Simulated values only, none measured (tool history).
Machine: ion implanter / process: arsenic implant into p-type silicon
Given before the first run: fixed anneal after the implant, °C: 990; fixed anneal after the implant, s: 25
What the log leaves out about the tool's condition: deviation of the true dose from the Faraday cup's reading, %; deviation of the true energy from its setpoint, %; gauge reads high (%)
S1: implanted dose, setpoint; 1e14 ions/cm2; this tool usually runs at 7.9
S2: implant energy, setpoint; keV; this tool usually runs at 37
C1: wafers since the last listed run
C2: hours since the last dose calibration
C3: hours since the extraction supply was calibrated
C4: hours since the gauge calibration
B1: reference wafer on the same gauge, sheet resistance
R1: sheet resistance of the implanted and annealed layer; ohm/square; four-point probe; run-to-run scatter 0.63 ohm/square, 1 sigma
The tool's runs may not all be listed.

run,hour,S1,S2,C1,C2,C3,C4,B1,R1
1,0,7.9,37,0,841.2,4493.7,600.6,111.85,130.03
2,56,8.74,37,1768,897.2,4549.7,656.6,112.16,120.76
3,111.9,8.74,37,1765,953.1,4605.6,712.5,112.02,121.59
4,141.4,8.74,37,931,982.6,4635.1,742,111.93,121.05
5,183.2,7.9,37,1320,1024.4,4676.9,783.8,111.94,131.39
6,231.2,7.9,37,1515,1072.4,4724.9,831.8,111.87,131.19
7,290,7.9,37,1856,1131.2,4783.7,890.6,111.99,131.86
8,344.9,7.9,37,1733,1186.1,4838.6,945.5,112.03,130.92
9,381.2,9.4,39.5,1146,1222.4,4874.9,981.8,112.1,114.33
10,417.6,9.4,39.5,1149,1258.8,4911.3,1018.2,112.17,113.61
11,488.5,7.9,42,2239,1329.7,4982.2,1089.1,111.78,128.43
# hour 536.8: extraction supply calibrated
12,556.1,7.9,37,1882,1397.3,19.3,1156.7,111.87,132.02
13,594.7,7.9,46.5,1219,1435.9,57.9,1195.3,112.12,126.84
14,768.6,7.9,37,5491,1609.8,231.8,1369.2,112.08,132.54
15,821.6,7.9,32.5,1673,1662.8,284.8,1422.2,111.93,136.43
16,968.1,7.9,47,4626,1809.3,431.3,1568.7,112.07,127.41
# hour 1006.2: Faraday cup replaced and dose calibrated
17,1022,7.9,31.5,1449,15.8,485.2,1622.6,112.01,131.72
18,1201.6,9.95,48,5671,195.4,664.8,1802.2,112.13,103.86
19,1265.3,7.9,37,2011,259.1,728.5,1865.9,111.96,127.67
20,1326.8,8.86,29.5,1942,320.6,790,1927.4,112.27,124.09
21,1368.7,8.55,24.5,1323,362.5,831.9,1969.3,111.95,134.53
22,1405.7,7.9,37,1168,399.5,868.9,2006.3,112.02,129.42
23,1457.7,6.1,28,1642,451.5,920.9,2058.3,112.28,163.55
24,1501.9,9.03,37,1395,495.7,965.1,2102.5,112.1,116.75
25,1535.5,7.28,25,1061,529.3,998.7,2136.1,112,148.95
26,1577.9,7.9,37,1339,571.7,1041.1,2178.5,112.04,129.57
# hour 1623.9: gauge calibrated
27,1625.6,9.14,41,1506,619.4,1088.8,1.7,112.05,114.57
28,1670.8,9.82,33.5,1427,664.6,1134,46.9,112.17,113.17
29,1817.1,6.9,37,4620,810.9,1280.3,193.2,112.04,144
30,1854.2,6.56,44,1171,848,1317.4,230.3,112.07,145.78
31,1886.4,5.98,37,1016,880.2,1349.6,262.5,111.99,161.65
32,1929.9,8.64,31.5,1373,923.7,1393.1,306,112.03,126.59
33,1977.3,7.17,28.5,1496,971.1,1440.5,353.4,112.12,147.08
34,2016.2,7.9,37,1228,1010,1479.4,392.3,112.22,129.84
35,2075.7,7.9,37,1879,1069.5,1538.9,451.8,111.96,130.41
36,2118.4,7.9,37,1348,1112.2,1581.6,494.5,111.93,130.63
37,2164.6,7.9,37,1459,1158.4,1627.8,540.7,111.93,131.33
38,2227.8,8.55,47.5,1995,1221.6,1691,603.9,112.11,118.13

How would selected steps in R1 from run to run divide? Give the signed amount a tool lacking its hidden state would still show from settings, what came in and random variation, and the signed amount left for the hidden state, including any gauge scatter that is not in both of the compared results.
Run 10 -> 11: S1 9.4 -> 7.9, S2 39.5 -> 42. R1 +14.82 ohm/square: hidden state +0.88, all else +13.94.
Run 16 -> 17: S2 47 -> 31.5, Faraday cup replaced and dose calibrated. R1 +4.31 ohm/square: hidden state -4.96, all else +9.27.
Run 22 -> 23: S1 7.9 -> 6.1, S2 37 -> 28. R1 +34.13 ohm/square: hidden state +0.46, all else +33.67.
Run 23 -> 24: S1 6.1 -> 9.03, S2 28 -> 37. R1 -46.8 ohm/square: hidden state -0.43, all else -46.37.
Run 28 -> 29: S1 9.82 -> 6.9, S2 33.5 -> 37. R1 +30.83 ohm/square: hidden state +1.14, all else +29.69.
Run 31 -> 32: S1 5.98 -> 8.64, S2 37 -> 31.5. R1 -35.06 ohm/square: hidden state -0.83, all else -34.23.

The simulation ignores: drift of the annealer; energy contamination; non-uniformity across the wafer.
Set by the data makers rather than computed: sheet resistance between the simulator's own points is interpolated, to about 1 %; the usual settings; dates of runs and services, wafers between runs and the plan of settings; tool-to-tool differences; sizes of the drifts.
